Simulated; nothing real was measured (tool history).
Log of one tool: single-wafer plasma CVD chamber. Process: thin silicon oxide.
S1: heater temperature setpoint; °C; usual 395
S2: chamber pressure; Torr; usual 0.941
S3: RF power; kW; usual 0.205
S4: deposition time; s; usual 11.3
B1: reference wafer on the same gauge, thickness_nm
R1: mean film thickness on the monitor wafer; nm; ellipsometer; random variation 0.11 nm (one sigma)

{"run": 1, "hour": 0.0, "S1": 395, "S2": 0.941, "S3": 0.205, "S4": 11.3, "B1": 20.883, "R1": 19.326}
{"run": 2, "hour": 47.0, "S1": 386, "S2": 0.941, "S3": 0.205, "S4": 11.3, "B1": 20.894, "R1": 19.437}
{"run": 3, "hour": 135.1, "S1": 395, "S2": 0.941, "S3": 0.205, "S4": 11.3, "B1": 20.929, "R1": 18.996}
{"run": 4, "hour": 224.6, "S1": 395, "S2": 1.127, "S3": 0.205, "S4": 11.3, "B1": 20.92, "R1": 20.91}
{"run": 5, "hour": 267.7, "S1": 391, "S2": 0.941, "S3": 0.205, "S4": 11.3, "B1": 20.905, "R1": 19.196}
{"run": 6, "hour": 368.2, "S1": 391, "S2": 0.941, "S3": 0.205, "S4": 11.3, "B1": 20.889, "R1": 19.199}
{"run": 7, "hour": 473.5, "S1": 391, "S2": 0.941, "S3": 0.205, "S4": 11.3, "B1": 20.866, "R1": 18.958}
{"hour": 515.5, "done": "capacitance manometer re-zeroed and calibrated"}
{"run": 8, "hour": 543.5, "S1": 395, "S2": 0.941, "S3": 0.205, "S4": 11.3, "B1": 20.851, "R1": 18.435}
{"run": 9, "hour": 646.0, "S1": 395, "S2": 0.941, "S3": 0.205, "S4": 11.3, "B1": 20.903, "R1": 18.541}
{"hour": 717.0, "done": "gauge calibrated"}
{"run": 10, "hour": 724.1, "S1": 395, "S2": 0.941, "S3": 0.205, "S4": 11.3, "B1": 20.934, "R1": 18.616}

Run 11 comes next. What will it give?
{"hour": 752.0, "done": "thermocouple changed; heater temperature recalibrated"}
{"run": 11, "hour": 774.7, "S1": 404, "S2": 0.941, "S3": 0.22, "S4": 11.3, "B1": "?", "R1": "?"}

B1: 20.886
R1: 19.162 nm
Without the tool's hidden state the same run would have given R1 20.265 nm.
